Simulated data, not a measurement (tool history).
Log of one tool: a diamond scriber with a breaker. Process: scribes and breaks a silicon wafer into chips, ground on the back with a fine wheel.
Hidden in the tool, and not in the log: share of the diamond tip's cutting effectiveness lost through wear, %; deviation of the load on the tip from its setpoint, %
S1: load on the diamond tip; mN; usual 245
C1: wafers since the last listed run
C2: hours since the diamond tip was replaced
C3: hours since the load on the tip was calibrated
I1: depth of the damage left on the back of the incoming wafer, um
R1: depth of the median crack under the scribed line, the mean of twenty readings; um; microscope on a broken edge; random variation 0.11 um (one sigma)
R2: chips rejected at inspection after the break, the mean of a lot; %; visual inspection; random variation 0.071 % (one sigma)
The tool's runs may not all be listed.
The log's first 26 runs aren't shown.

| run | hour | S1 | C1 | C2 | C3 | I1 | R1 | R2 |
|---|---|---|---|---|---|---|---|---|
|  | 1291.8 | diamond tip replaced by a new one |
| 27 | 1296.1 | 274 | 275 | 4.3 | 365.2 | 1.85 | 9.72 | 3.31 |
| 28 | 1346.2 | 245 | 208 | 54.4 | 415.3 | 2.90 | 8.68 | 3.92 |
| 29 | 1373.2 | 205 | 112 | 81.4 | 442.3 | 2.87 | 7.52 | 10.34 |
| 30 | 1424.4 | 197 | 213 | 132.6 | 493.5 | 1.56 | 7.13 | 8.07 |
| 31 | 1465.6 | 317 | 171 | 173.8 | 534.7 | 1.71 | 10.85 | 9.62 |
| 32 | 1617.6 | 300 | 632 | 325.8 | 686.7 | 1.80 | 10.35 | 5.67 |
| 33 | 1687.9 | 245 | 292 | 396.1 | 757.0 | 1.52 | 8.69 | 1.30 |
| 34 | 1759.8 | 265 | 299 | 468.0 | 828.9 | 1.67 | 9.39 | 1.53 |
| 35 | 1824.3 | 245 | 268 | 532.5 | 893.4 | 1.74 | 8.65 | 1.82 |
| 36 | 1943.8 | 245 | 497 | 652.0 | 1012.9 | 2.40 | 8.38 | 3.57 |
| 37 | 1976.7 | 245 | 136 | 684.9 | 1045.8 | 2.11 | 8.45 | 2.88 |
|  | 1996.0 | diamond tip replaced by a new one |
| 38 | 2041.0 | 223 | 259 | 45.0 | 1110.1 | 1.66 | 7.54 | 5.95 |
| 39 | 2067.4 | 245 | 109 | 71.4 | 1136.5 | 2.78 | 8.34 | 5.73 |
| 40 | 2118.6 | 295 | 213 | 122.6 | 1187.7 | 1.98 | 9.44 | 2.42 |
| 41 | 2146.4 | 306 | 115 | 150.4 | 1215.5 | 2.74 | 9.65 | 4.86 |
| 42 | 2203.9 | 245 | 239 | 207.9 | 1273.0 | 2.35 | 8.11 | 5.08 |

Forecast each of these 3 alternatives for the next run:
| A | 2204.5 | 297 | 2 | 208.5 | 1273.6 | 2.90 | ? | ? |
| B | 2204.5 | 298 | 2 | 208.5 | 1273.6 | 2.90 | ? | ? |
| C | 2204.5 | 273 | 2 | 208.5 | 1273.6 | 2.90 | ? | ? |

| run | R1 | R2 |
|---|---|---|
| A | 9.43 | 4.29 |
| B | 9.46 | 4.33 |
| C | 8.81 | 4.20 |
Without the tool's hidden state the same runs would have given:
| run | R1 | R2 |
|---|---|---|
| A | 10.39 | 7.59 |
| B | 10.42 | 7.74 |
| C | 9.70 | 4.87 |

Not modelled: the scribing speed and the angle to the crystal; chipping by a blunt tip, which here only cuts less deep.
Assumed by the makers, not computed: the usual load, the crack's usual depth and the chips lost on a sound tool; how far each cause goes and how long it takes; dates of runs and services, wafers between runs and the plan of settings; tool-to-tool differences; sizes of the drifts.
